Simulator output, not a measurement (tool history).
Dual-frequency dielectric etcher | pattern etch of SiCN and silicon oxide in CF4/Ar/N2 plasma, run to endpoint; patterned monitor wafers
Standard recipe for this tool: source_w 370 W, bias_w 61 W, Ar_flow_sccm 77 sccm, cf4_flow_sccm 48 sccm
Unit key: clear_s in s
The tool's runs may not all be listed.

run,hour,source_w,bias_w,Ar_flow_sccm,cf4_flow_sccm,"incoming incoming film thickness, nm",clear_s
1,0.0,370,61,77,48,12.70,19.9
2,31.5,370,61,69,41,12.72,20.1
3,59.3,300,46,59,56,12.68,25.6
4,116.9,410,61,71,38,12.64,18.1
5,165.3,370,61,91,48,12.72,20.4
6,226.5,300,52,69,41,12.80,27.2
7,259.1,280,66,64,56,12.73,26.0
8,296.2,370,61,71,36,12.61,20.6
# hour 341.1: source power generator calibrated
9,365.4,290,71,89,48,12.76,27.9
10,393.6,370,74,85,48,12.69,20.6
11,436.2,430,61,77,48,12.84,18.4
12,475.2,340,75,95,55,12.71,22.4
# hour 510.6: wet clean of the chamber
13,532.6,370,61,77,48,12.66,20.8
14,560.0,370,61,77,48,12.67,20.7
15,616.3,320,73,59,48,12.82,23.3
16,674.9,310,46,77,48,12.62,27.8
17,746.1,330,67,86,48,12.70,23.9
18,813.2,340,61,77,48,12.74,23.3
19,847.8,430,49,69,40,12.73,19.4
20,891.6,420,61,77,39,12.73,19.3
21,948.0,410,61,71,38,12.82,19.9
# hour 981.5: wet clean of the chamber
22,986.9,450,61,58,53,12.82,16.1
23,1140.6,310,61,85,53,12.65,25.5
24,1209.6,370,61,77,48,12.71,21.0

What was the tool's hidden state at every run in the log?
bias power that arrives over what is set, %: 0, the same for each run
Ar flow that arrives over what is set, %: 0, the same for each run
CF4 flow that arrives over what is set, %: 0, the same for each run
H1: etch rate over this chamber's usual, %
H2: source power that arrives over what is set, %
run,H1,H2
1,-0.524,4.46
2,-0.728,4.55
3,-0.908,4.63
4,-1.28,4.81
5,-1.59,4.96
6,-1.99,5.15
7,-2.2,5.25
8,-2.44,5.37
9,-2.89,-0.705
10,-3.07,-0.703
11,-3.35,-0.7
12,-3.6,-0.696
13,-0.472,-0.686
14,-0.649,-0.681
15,-1.01,-0.667
16,-1.39,-0.649
17,-1.85,-0.622
18,-2.29,-0.593
19,-2.51,-0.576
20,-2.79,-0.552
21,-3.16,-0.52
22,0.0794,-0.495
23,-0.915,-0.383
24,-1.36,-0.325

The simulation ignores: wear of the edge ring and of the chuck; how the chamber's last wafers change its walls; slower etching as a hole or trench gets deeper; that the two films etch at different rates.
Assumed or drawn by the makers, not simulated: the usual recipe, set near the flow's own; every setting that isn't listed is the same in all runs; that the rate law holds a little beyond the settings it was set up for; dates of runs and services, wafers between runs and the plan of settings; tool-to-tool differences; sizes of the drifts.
